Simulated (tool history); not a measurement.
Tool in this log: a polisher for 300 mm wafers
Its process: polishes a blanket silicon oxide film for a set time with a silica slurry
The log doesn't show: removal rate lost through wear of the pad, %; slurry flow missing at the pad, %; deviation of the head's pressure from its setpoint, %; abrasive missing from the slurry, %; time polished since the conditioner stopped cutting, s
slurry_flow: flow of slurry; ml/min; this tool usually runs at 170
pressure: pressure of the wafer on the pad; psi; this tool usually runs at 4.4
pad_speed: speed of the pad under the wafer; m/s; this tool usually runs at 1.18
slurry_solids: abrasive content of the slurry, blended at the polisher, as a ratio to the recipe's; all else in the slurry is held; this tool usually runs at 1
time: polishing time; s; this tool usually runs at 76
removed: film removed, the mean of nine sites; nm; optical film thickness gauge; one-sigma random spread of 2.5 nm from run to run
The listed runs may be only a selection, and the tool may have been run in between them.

| run | hour | slurry_flow | pressure | pad_speed | slurry_solids | time | wafers since the last listed run | wafers polished on this pad | hours since the slurry nozzle was cleaned | hours since the head pressure was calibrated | hours since the slurry blender was calibrated | hours since the conditioning disc was replaced | incoming thickness of the incoming film, nm | removed |
|---|---|---|---|---|---|---|---|---|---|---|---|---|---|---|
| 1 | 0 | 170 | 4.4 | 1.18 | 1 | 76 | 0 | 6350 | 243.3 | 385.9 | 626.1 | 711.6 | 772 | 216.3 |
|  | 38.6 | worn pad replaced by a new one, of another model than before |
| 2 | 49.5 | 170 | 4.4 | 1.18 | 1 | 76 | 485 | 116 | 292.8 | 435.4 | 675.6 | 761.1 | 787.1 | 214.8 |
|  | 69.1 | slurry blender recalibrated |
| 3 | 90.6 | 170 | 3.6 | 1.18 | 1 | 76 | 417 | 533 | 333.9 | 476.5 | 21.5 | 802.2 | 789.5 | 184.3 |
|  | 126.8 | conditioning disc replaced and pad reconditioned |
| 4 | 141.1 | 170 | 4.4 | 1.18 | 1 | 76 | 517 | 1050 | 384.4 | 527 | 72 | 14.3 | 782.3 | 234.7 |
| 5 | 189.1 | 170 | 4.4 | 0.78 | 1 | 76 | 511 | 1562 | 432.4 | 575 | 120 | 62.3 | 778.1 | 183.1 |
| 6 | 296.8 | 170 | 4.4 | 1.4 | 1 | 76 | 1148 | 2711 | 540.1 | 682.7 | 227.7 | 170 | 778.4 | 252.5 |
|  | 372.8 | head pressure recalibrated |
| 7 | 403.3 | 110 | 5.1 | 1.52 | 0.9 | 76 | 1114 | 3825 | 646.6 | 30.5 | 334.2 | 276.5 | 779.1 | 215.1 |
|  | 422.9 | slurry nozzle cleaned |
| 8 | 444.6 | 170 | 3.2 | 1.38 | 0.7 | 85 | 429 | 4255 | 21.7 | 71.8 | 375.5 | 317.8 | 778.4 | 181 |
| 9 | 534.2 | 170 | 4.4 | 1.18 | 1 | 76 | 955 | 5211 | 111.3 | 161.4 | 465.1 | 407.4 | 775.8 | 220.5 |
| 10 | 619.9 | 120 | 3.6 | 1.18 | 1 | 54 | 914 | 6125 | 197 | 247.1 | 550.8 | 493.1 | 776.5 | 114.1 |
|  | 685.9 | worn pad replaced by a new one |
| 11 | 689.9 | 205 | 5.8 | 1.56 | 1 | 76 | 703 | 42 | 267 | 317.1 | 620.8 | 563.1 | 787.5 | 318 |
| 12 | 744.3 | 120 | 5.8 | 0.78 | 1 | 76 | 580 | 622 | 321.4 | 371.5 | 675.2 | 617.5 | 781.2 | 177.8 |
| 13 | 794.7 | 170 | 4.4 | 1.18 | 1 | 76 | 537 | 1160 | 371.8 | 421.9 | 725.6 | 667.9 | 788.7 | 212.2 |
|  | 825.6 | conditioning disc replaced and pad reconditioned |
| 14 | 855.9 | 170 | 4.4 | 1.18 | 1 | 68 | 631 | 1791 | 433 | 483.1 | 786.8 | 30.3 | 782 | 215.8 |
|  | 887.5 | slurry blender recalibrated |
| 15 | 893.7 | 170 | 4.4 | 1.6 | 1 | 76 | 381 | 2173 | 470.8 | 520.9 | 6.2 | 68.1 | 767 | 287.5 |
| 16 | 935.5 | 170 | 4.4 | 1.18 | 1 | 95 | 445 | 2619 | 512.6 | 562.7 | 48 | 109.9 | 768.9 | 292.7 |
| 17 | 1028.6 | 170 | 4.4 | 1.18 | 1 | 76 | 992 | 3612 | 605.7 | 655.8 | 141.1 | 203 | 768.2 | 231.5 |
|  | 1062.6 | slurry nozzle cleaned |
|  | 1086.5 | head pressure recalibrated |
| 18 | 1087 | 170 | 4.4 | 1.18 | 0.85 | 76 | 590 | 4203 | 24.4 | 0.5 | 199.5 | 261.4 | 792.6 | 210 |
| 19 | 1187.3 | 135 | 4.4 | 1.32 | 0.8 | 76 | 1069 | 5272 | 124.7 | 100.8 | 299.8 | 361.7 | 776.2 | 201.8 |
| 20 | 1276 | 170 | 4.4 | 1.18 | 1 | 76 | 946 | 6218 | 213.4 | 189.5 | 388.5 | 450.4 | 785.9 | 225.3 |
|  | 1319.7 | worn pad replaced by a new one |
| 21 | 1331.2 | 170 | 4.4 | 1.18 | 1 | 76 | 546 | 122 | 268.6 | 244.7 | 443.7 | 505.6 | 788.5 | 223 |
|  | 1461.5 | conditioning disc replaced and pad reconditioned |
| 22 | 1600.7 | 170 | 4.4 | 1.18 | 1 | 76 | 2852 | 2975 | 538.1 | 514.2 | 713.2 | 139.2 | 771.4 | 235.9 |
|  | 1613.3 | slurry blender recalibrated |
| 23 | 1707.2 | 170 | 4.4 | 1.18 | 1.1 | 76 | 1114 | 4090 | 644.6 | 620.7 | 93.9 | 245.7 | 783.4 | 240.7 |
| 24 | 1806.2 | 170 | 4.4 | 1.18 | 1 | 76 | 1055 | 5146 | 743.6 | 719.7 | 192.9 | 344.7 | 762.3 | 224.8 |
|  | 1822.3 | slurry nozzle cleaned |
| 25 | 1903.4 | 220 | 5.1 | 1.32 | 1.2 | 76 | 1025 | 6172 | 81.1 | 816.9 | 290.1 | 441.9 | 779.7 | 309.1 |

Each row is a separate what-if for the run after 25, all from the same tool condition, not one after another. Results?
| A | 1903.9 | 170 | 3.1 | 1.18 | 1 | 76 | 5 | 6177 | 81.6 | 817.4 | 290.6 | 442.4 | 790.9 | ? |
| B | 1903.9 | 135 | 4.4 | 1.18 | 1 | 59 | 5 | 6177 | 81.6 | 817.4 | 290.6 | 442.4 | 790.9 | ? |
| C | 1903.9 | 170 | 4.4 | 0.82 | 0.8 | 50 | 5 | 6177 | 81.6 | 817.4 | 290.6 | 442.4 | 790.9 | ? |
| D | 1903.9 | 120 | 4.4 | 1.52 | 1.25 | 76 | 5 | 6177 | 81.6 | 817.4 | 290.6 | 442.4 | 790.9 | ? |

| run | removed |
|---|---|
| A | 171.8 |
| B | 157 |
| C | 106.5 |
| D | 239.3 |
Stripped of hidden state, with their random variation kept, the same runs would have yielded:
| run | removed |
|---|---|
| A | 181.9 |
| B | 168.6 |
| C | 112.7 |
| D | 260.7 |
